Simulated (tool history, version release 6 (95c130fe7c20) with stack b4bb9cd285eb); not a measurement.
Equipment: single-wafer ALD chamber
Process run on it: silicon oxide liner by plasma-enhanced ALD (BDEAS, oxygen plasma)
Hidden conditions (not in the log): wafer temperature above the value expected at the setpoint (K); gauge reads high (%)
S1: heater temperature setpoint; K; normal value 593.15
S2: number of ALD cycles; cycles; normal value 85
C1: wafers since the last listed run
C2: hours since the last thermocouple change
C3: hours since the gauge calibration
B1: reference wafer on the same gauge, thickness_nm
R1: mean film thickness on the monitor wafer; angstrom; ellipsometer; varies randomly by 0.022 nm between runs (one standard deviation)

{"run": 1, "hour": 0.0, "S1": 593.15, "S2": 85, "C1": 0, "C2": 232.8, "C3": 767.1, "B1": 9.001, "R1": 87.38}
{"run": 2, "hour": 57.5, "S1": 593.15, "S2": 85, "C1": 308, "C2": 290.3, "C3": 824.6, "B1": 8.997, "R1": 86.84}
{"run": 3, "hour": 120.4, "S1": 593.15, "S2": 85, "C1": 337, "C2": 353.2, "C3": 887.5, "B1": 8.999, "R1": 86.81}
{"run": 4, "hour": 154.7, "S1": 593.15, "S2": 85, "C1": 183, "C2": 387.5, "C3": 921.8, "B1": 9.0, "R1": 86.8}
{"run": 5, "hour": 224.6, "S1": 593.15, "S2": 85, "C1": 374, "C2": 457.4, "C3": 991.7, "B1": 9.002, "R1": 87.02}
{"run": 6, "hour": 257.7, "S1": 593.15, "S2": 85, "C1": 177, "C2": 490.5, "C3": 1024.8, "B1": 8.999, "R1": 86.96}
{"run": 7, "hour": 282.0, "S1": 593.15, "S2": 85, "C1": 130, "C2": 514.8, "C3": 1049.1, "B1": 9.002, "R1": 86.98}
{"run": 8, "hour": 336.6, "S1": 593.15, "S2": 85, "C1": 292, "C2": 569.4, "C3": 1103.7, "B1": 9.0, "R1": 87.06}
{"hour": 339.2, "done": "gauge calibrated"}
{"run": 9, "hour": 377.9, "S1": 593.15, "S2": 85, "C1": 221, "C2": 610.7, "C3": 38.7, "B1": 9.0, "R1": 86.74}
{"run": 10, "hour": 405.0, "S1": 593.15, "S2": 85, "C1": 145, "C2": 637.8, "C3": 65.8, "B1": 8.996, "R1": 87.01}
{"run": 11, "hour": 467.7, "S1": 593.15, "S2": 85, "C1": 335, "C2": 700.5, "C3": 128.5, "B1": 8.998, "R1": 86.83}
{"run": 12, "hour": 509.6, "S1": 593.15, "S2": 85, "C1": 224, "C2": 742.4, "C3": 170.4, "B1": 8.997, "R1": 86.62}
{"run": 13, "hour": 559.1, "S1": 601.15, "S2": 74, "C1": 265, "C2": 791.9, "C3": 219.9, "B1": 9.0, "R1": 74.4}
{"run": 14, "hour": 604.7, "S1": 601.15, "S2": 74, "C1": 244, "C2": 837.5, "C3": 265.5, "B1": 9.0, "R1": 74.62}
{"run": 15, "hour": 648.2, "S1": 589.15, "S2": 72, "C1": 233, "C2": 881.0, "C3": 309.0, "B1": 8.999, "R1": 73.89}
{"run": 16, "hour": 698.8, "S1": 589.15, "S2": 72, "C1": 271, "C2": 931.6, "C3": 359.6, "B1": 9.001, "R1": 73.64}
{"run": 17, "hour": 736.2, "S1": 593.15, "S2": 85, "C1": 200, "C2": 969.0, "C3": 397.0, "B1": 9.003, "R1": 87.13}
{"run": 18, "hour": 805.4, "S1": 593.15, "S2": 85, "C1": 370, "C2": 1038.2, "C3": 466.2, "B1": 9.004, "R1": 86.71}
{"run": 19, "hour": 871.0, "S1": 593.15, "S2": 91, "C1": 351, "C2": 1103.8, "C3": 531.8, "B1": 8.998, "R1": 92.58}
{"run": 20, "hour": 930.4, "S1": 593.15, "S2": 91, "C1": 318, "C2": 1163.2, "C3": 591.2, "B1": 9.0, "R1": 92.55}
{"run": 21, "hour": 969.6, "S1": 593.15, "S2": 85, "C1": 210, "C2": 1202.4, "C3": 630.4, "B1": 8.999, "R1": 86.53}
{"run": 22, "hour": 1009.9, "S1": 602.15, "S2": 85, "C1": 215, "C2": 1242.7, "C3": 670.7, "B1": 8.999, "R1": 85.17}
{"run": 23, "hour": 1053.0, "S1": 593.15, "S2": 85, "C1": 230, "C2": 1285.8, "C3": 713.8, "B1": 9.001, "R1": 86.38}
{"run": 24, "hour": 1124.7, "S1": 604.15, "S2": 76, "C1": 384, "C2": 1357.5, "C3": 785.5, "B1": 8.996, "R1": 75.98}
{"run": 25, "hour": 1175.5, "S1": 602.15, "S2": 71, "C1": 272, "C2": 1408.3, "C3": 836.3, "B1": 9.001, "R1": 71.17}
{"run": 26, "hour": 1211.0, "S1": 601.15, "S2": 92, "C1": 190, "C2": 1443.8, "C3": 871.8, "B1": 8.998, "R1": 92.74}
{"hour": 1233.3, "done": "gauge calibrated"}
{"run": 27, "hour": 1281.5, "S1": 593.15, "S2": 70, "C1": 377, "C2": 1514.3, "C3": 48.2, "B1": 9.004, "R1": 71.61}
{"run": 28, "hour": 1330.2, "S1": 598.15, "S2": 70, "C1": 260, "C2": 1563.0, "C3": 96.9, "B1": 9.0, "R1": 70.67}
{"run": 29, "hour": 1363.7, "S1": 603.15, "S2": 101, "C1": 179, "C2": 1596.5, "C3": 130.4, "B1": 9.002, "R1": 101.36}
{"run": 30, "hour": 1390.6, "S1": 593.15, "S2": 94, "C1": 144, "C2": 1623.4, "C3": 157.3, "B1": 8.999, "R1": 95.35}
{"run": 31, "hour": 1423.8, "S1": 607.15, "S2": 75, "C1": 177, "C2": 1656.6, "C3": 190.5, "B1": 9.001, "R1": 74.66}
{"run": 32, "hour": 1478.9, "S1": 606.15, "S2": 90, "C1": 295, "C2": 1711.7, "C3": 245.6, "B1": 9.0, "R1": 89.94}
{"run": 33, "hour": 1528.8, "S1": 600.15, "S2": 79, "C1": 267, "C2": 1761.6, "C3": 295.5, "B1": 8.996, "R1": 79.53}
{"hour": 1536.8, "done": "thermocouple changed; heater temperature recalibrated"}
{"run": 34, "hour": 1584.6, "S1": 598.15, "S2": 91, "C1": 256, "C2": 47.8, "C3": 351.3, "B1": 9.003, "R1": 92.85}
{"run": 35, "hour": 1630.4, "S1": 604.15, "S2": 98, "C1": 245, "C2": 93.6, "C3": 397.1, "B1": 9.004, "R1": 99.24}
{"run": 36, "hour": 1676.6, "S1": 593.15, "S2": 92, "C1": 247, "C2": 139.8, "C3": 443.3, "B1": 8.999, "R1": 94.55}
{"run": 37, "hour": 1744.4, "S1": 593.15, "S2": 85, "C1": 363, "C2": 207.6, "C3": 511.1, "B1": 9.001, "R1": 86.9}
{"run": 38, "hour": 1807.2, "S1": 593.15, "S2": 85, "C1": 336, "C2": 270.4, "C3": 573.9, "B1": 9.004, "R1": 86.97}
{"run": 39, "hour": 1922.6, "S1": 593.15, "S2": 85, "C1": 618, "C2": 385.8, "C3": 689.3, "B1": 9.0, "R1": 87.28}
{"run": 40, "hour": 1968.0, "S1": 579.15, "S2": 85, "C1": 243, "C2": 431.2, "C3": 734.7, "B1": 9.0, "R1": 88.72}
{"run": 41, "hour": 1997.7, "S1": 593.15, "S2": 85, "C1": 159, "C2": 460.9, "C3": 764.4, "B1": 8.998, "R1": 86.53}
{"run": 42, "hour": 2022.6, "S1": 581.15, "S2": 79, "C1": 133, "C2": 485.8, "C3": 789.3, "B1": 9.0, "R1": 82.58}

Alternative continuations, all from the tool just after run 42; predict every row:
{"run": "A", "hour": 2023.1, "S1": 593.15, "S2": 80, "C1": 2, "C2": 486.3, "C3": 789.8, "B1": "?", "R1": "?"}
{"run": "B", "hour": 2023.1, "S1": 593.15, "S2": 68, "C1": 2, "C2": 486.3, "C3": 789.8, "B1": "?", "R1": "?"}
{"run": "C", "hour": 2023.1, "S1": 608.15, "S2": 85, "C1": 2, "C2": 486.3, "C3": 789.8, "B1": "?", "R1": "?"}
{"run": "D", "hour": 2023.1, "S1": 605.15, "S2": 92, "C1": 2, "C2": 486.3, "C3": 789.8, "B1": "?", "R1": "?"}
{"run": "E", "hour": 2023.1, "S1": 584.15, "S2": 80, "C1": 2, "C2": 486.3, "C3": 789.8, "B1": "?", "R1": "?"}

run=A B1=8.997 R1=82.09
run=B B1=8.997 R1=69.77
run=C B1=8.997 R1=85.36
run=D B1=8.997 R1=92.79
run=E B1=8.997 R1=83.13
Take away the tool's hidden state, keep each run's random variation, and the runs would have read:
run=A R1=82.40
run=B R1=70.04
run=C R1=85.69
run=D R1=93.15
run=E R1=83.45
